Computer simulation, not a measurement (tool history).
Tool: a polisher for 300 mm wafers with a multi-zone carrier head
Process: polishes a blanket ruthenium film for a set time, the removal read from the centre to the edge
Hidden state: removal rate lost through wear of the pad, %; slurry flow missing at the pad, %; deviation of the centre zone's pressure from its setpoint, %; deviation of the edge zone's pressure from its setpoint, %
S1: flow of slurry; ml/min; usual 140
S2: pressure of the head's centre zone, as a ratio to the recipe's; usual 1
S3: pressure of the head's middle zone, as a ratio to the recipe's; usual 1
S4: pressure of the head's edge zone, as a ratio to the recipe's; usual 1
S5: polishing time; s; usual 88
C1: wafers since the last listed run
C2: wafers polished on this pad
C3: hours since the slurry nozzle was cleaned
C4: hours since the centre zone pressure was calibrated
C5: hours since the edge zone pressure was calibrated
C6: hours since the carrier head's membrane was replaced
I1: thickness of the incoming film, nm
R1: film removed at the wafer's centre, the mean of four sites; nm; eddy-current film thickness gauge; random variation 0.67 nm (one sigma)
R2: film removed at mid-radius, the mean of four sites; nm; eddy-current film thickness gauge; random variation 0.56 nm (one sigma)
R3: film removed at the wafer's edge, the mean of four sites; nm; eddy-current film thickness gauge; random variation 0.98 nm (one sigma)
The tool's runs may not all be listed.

{"run": 1, "hour": 0.0, "S1": 140, "S2": 0.95, "S3": 1, "S4": 1, "S5": 88, "C1": 0, "C2": 667, "C3": 105.9, "C4": 785.5, "C5": 229.2, "C6": 1209.3, "I1": 431.6, "R1": 62.3, "R2": 68.1, "R3": 65.8}
{"run": 2, "hour": 17.5, "S1": 140, "S2": 0.97, "S3": 1, "S4": 1, "S5": 88, "C1": 176, "C2": 844, "C3": 123.4, "C4": 803, "C5": 246.7, "C6": 1226.8, "I1": 426.5, "R1": 64.9, "R2": 66.2, "R3": 65.1}
{"run": 3, "hour": 31.3, "S1": 140, "S2": 0.97, "S3": 1, "S4": 1, "S5": 88, "C1": 139, "C2": 983, "C3": 137.2, "C4": 816.8, "C5": 260.5, "C6": 1240.6, "I1": 427, "R1": 65.1, "R2": 66.8, "R3": 66.6}
{"run": 4, "hour": 58.2, "S1": 170, "S2": 1, "S3": 1, "S4": 1, "S5": 88, "C1": 271, "C2": 1255, "C3": 164.1, "C4": 843.7, "C5": 287.4, "C6": 1267.5, "I1": 434.4, "R1": 70.1, "R2": 69.1, "R3": 68.8}
{"hour": 75.0, "done": "worn pad replaced by a new one"}
{"run": 5, "hour": 90.4, "S1": 170, "S2": 1, "S3": 1, "S4": 1, "S5": 88, "C1": 285, "C2": 155, "C3": 196.3, "C4": 875.9, "C5": 319.6, "C6": 1299.7, "I1": 434.4, "R1": 70.6, "R2": 69.8, "R3": 69.9}
{"run": 6, "hour": 114.5, "S1": 140, "S2": 1, "S3": 1.05, "S4": 1, "S5": 88, "C1": 243, "C2": 399, "C3": 220.4, "C4": 900, "C5": 343.7, "C6": 1323.8, "I1": 435.5, "R1": 66.6, "R2": 69.9, "R3": 65.9}
{"hour": 127.0, "done": "edge zone pressure recalibrated"}
{"run": 7, "hour": 136.8, "S1": 115, "S2": 1, "S3": 1, "S4": 1, "S5": 76, "C1": 205, "C2": 604, "C3": 242.7, "C4": 922.3, "C5": 9.8, "C6": 1346.1, "I1": 421.3, "R1": 55.2, "R2": 54.9, "R3": 56.3}
{"run": 8, "hour": 163.9, "S1": 140, "S2": 1, "S3": 1, "S4": 1.03, "S5": 88, "C1": 273, "C2": 878, "C3": 269.8, "C4": 949.4, "C5": 36.9, "C6": 1373.2, "I1": 428.8, "R1": 66.9, "R2": 67.4, "R3": 68.3}
{"run": 9, "hour": 184.4, "S1": 140, "S2": 1, "S3": 1, "S4": 0.89, "S5": 111, "C1": 207, "C2": 1085, "C3": 290.3, "C4": 969.9, "C5": 57.4, "C6": 1393.7, "I1": 429.8, "R1": 84.9, "R2": 86.1, "R3": 79.6}
{"hour": 204.7, "done": "carrier head's membrane replaced by a new one"}
{"run": 10, "hour": 205.2, "S1": 140, "S2": 1, "S3": 0.97, "S4": 0.95, "S5": 107, "C1": 159, "C2": 1245, "C3": 311.1, "C4": 990.7, "C5": 78.2, "C6": 0.5, "I1": 429.7, "R1": 81.4, "R2": 79.5, "R3": 81.7}
{"hour": 213.4, "done": "worn pad replaced by a new one"}
{"hour": 253.6, "done": "slurry nozzle cleaned"}
{"run": 11, "hour": 259.8, "S1": 140, "S2": 1, "S3": 1.07, "S4": 1.07, "S5": 88, "C1": 501, "C2": 459, "C3": 6.2, "C4": 1045.3, "C5": 132.8, "C6": 55.1, "I1": 431.4, "R1": 67.2, "R2": 71.1, "R3": 68.1}
{"run": 12, "hour": 274.0, "S1": 140, "S2": 1, "S3": 1, "S4": 1, "S5": 88, "C1": 143, "C2": 602, "C3": 20.4, "C4": 1059.5, "C5": 147, "C6": 69.3, "I1": 433.1, "R1": 66.6, "R2": 67, "R3": 64.3}
{"run": 13, "hour": 305.4, "S1": 140, "S2": 0.93, "S3": 1, "S4": 1.07, "S5": 101, "C1": 317, "C2": 920, "C3": 51.8, "C4": 1090.9, "C5": 178.4, "C6": 100.7, "I1": 426.8, "R1": 71.9, "R2": 77.1, "R3": 79.4}
{"run": 14, "hour": 328.1, "S1": 140, "S2": 0.97, "S3": 1, "S4": 1.09, "S5": 88, "C1": 229, "C2": 1149, "C3": 74.5, "C4": 1113.6, "C5": 201.1, "C6": 123.4, "I1": 432.8, "R1": 65.1, "R2": 67.4, "R3": 68.3}
{"hour": 332.4, "done": "centre zone pressure recalibrated"}
{"hour": 360.3, "done": "worn pad replaced by a new one"}
{"run": 15, "hour": 361.8, "S1": 140, "S2": 0.94, "S3": 1, "S4": 1, "S5": 100, "C1": 279, "C2": 14, "C3": 108.2, "C4": 29.4, "C5": 234.8, "C6": 157.1, "I1": 428.2, "R1": 72.2, "R2": 75.8, "R3": 74.4}
{"run": 16, "hour": 393.5, "S1": 125, "S2": 1, "S3": 0.93, "S4": 1, "S5": 88, "C1": 320, "C2": 335, "C3": 139.9, "C4": 61.1, "C5": 266.5, "C6": 188.8, "I1": 425.5, "R1": 65.4, "R2": 61.5, "R3": 65.8}
{"run": 17, "hour": 408.4, "S1": 140, "S2": 1, "S3": 1, "S4": 1, "S5": 88, "C1": 150, "C2": 485, "C3": 154.8, "C4": 76, "C5": 281.4, "C6": 203.7, "I1": 434.4, "R1": 67.2, "R2": 67.2, "R3": 65.8}
{"run": 18, "hour": 436.9, "S1": 140, "S2": 1, "S3": 1, "S4": 1, "S5": 117, "C1": 288, "C2": 773, "C3": 183.3, "C4": 104.5, "C5": 309.9, "C6": 232.2, "I1": 435, "R1": 90, "R2": 88.6, "R3": 85.7}
{"run": 19, "hour": 451.9, "S1": 105, "S2": 1, "S3": 1.09, "S4": 1.11, "S5": 118, "C1": 151, "C2": 925, "C3": 198.3, "C4": 119.5, "C5": 324.9, "C6": 247.2, "I1": 432.8, "R1": 81.1, "R2": 89.8, "R3": 89.7}
{"run": 20, "hour": 465.0, "S1": 140, "S2": 0.97, "S3": 1, "S4": 1, "S5": 88, "C1": 132, "C2": 1057, "C3": 211.4, "C4": 132.6, "C5": 338, "C6": 260.3, "I1": 435.4, "R1": 64.5, "R2": 66.2, "R3": 66}
{"hour": 468.2, "done": "edge zone pressure recalibrated"}
{"run": 21, "hour": 499.5, "S1": 140, "S2": 1, "S3": 1, "S4": 0.94, "S5": 88, "C1": 328, "C2": 1386, "C3": 245.9, "C4": 167.1, "C5": 31.3, "C6": 294.8, "I1": 427.4, "R1": 67, "R2": 66.3, "R3": 62.1}
{"run": 22, "hour": 514.3, "S1": 110, "S2": 1.08, "S3": 1.06, "S4": 1.1, "S5": 88, "C1": 149, "C2": 1535, "C3": 260.7, "C4": 181.9, "C5": 46.1, "C6": 309.6, "I1": 434, "R1": 69.1, "R2": 65.8, "R3": 67.5}

Forecast each of these 4 alternatives for the next run:
{"run": "A", "hour": 514.7, "S1": 140, "S2": 1, "S3": 1, "S4": 1, "S5": 88, "C1": 4, "C2": 1540, "C3": 261.1, "C4": 182.3, "C5": 46.5, "C6": 310, "I1": 427.6, "R1": "?", "R2": "?", "R3": "?"}
{"run": "B", "hour": 514.7, "S1": 180, "S2": 1, "S3": 1, "S4": 1, "S5": 73, "C1": 4, "C2": 1540, "C3": 261.1, "C4": 182.3, "C5": 46.5, "C6": 310, "I1": 427.6, "R1": "?", "R2": "?", "R3": "?"}
{"run": "C", "hour": 514.7, "S1": 125, "S2": 0.94, "S3": 1, "S4": 1, "S5": 88, "C1": 4, "C2": 1540, "C3": 261.1, "C4": 182.3, "C5": 46.5, "C6": 310, "I1": 427.6, "R1": "?", "R2": "?", "R3": "?"}
{"run": "D", "hour": 514.7, "S1": 140, "S2": 1.05, "S3": 1, "S4": 0.94, "S5": 68, "C1": 4, "C2": 1540, "C3": 261.1, "C4": 182.3, "C5": 46.5, "C6": 310, "I1": 427.6, "R1": "?", "R2": "?", "R3": "?"}

run=A R1=66.9 R2=66.2 R3=67.1
run=B R1=58.5 R2=57.5 R3=57.6
run=C R1=61.1 R2=64.5 R3=65.9
run=D R1=54.3 R2=51.1 R3=50.4
Without the tool's hidden state the same runs would have given:
run=A R1=66.9 R2=66.2 R3=67.1
run=B R1=58.5 R2=57.5 R3=57.6
run=C R1=61.1 R2=64.5 R3=65.9
run=D R1=54.3 R2=51.1 R3=50.4

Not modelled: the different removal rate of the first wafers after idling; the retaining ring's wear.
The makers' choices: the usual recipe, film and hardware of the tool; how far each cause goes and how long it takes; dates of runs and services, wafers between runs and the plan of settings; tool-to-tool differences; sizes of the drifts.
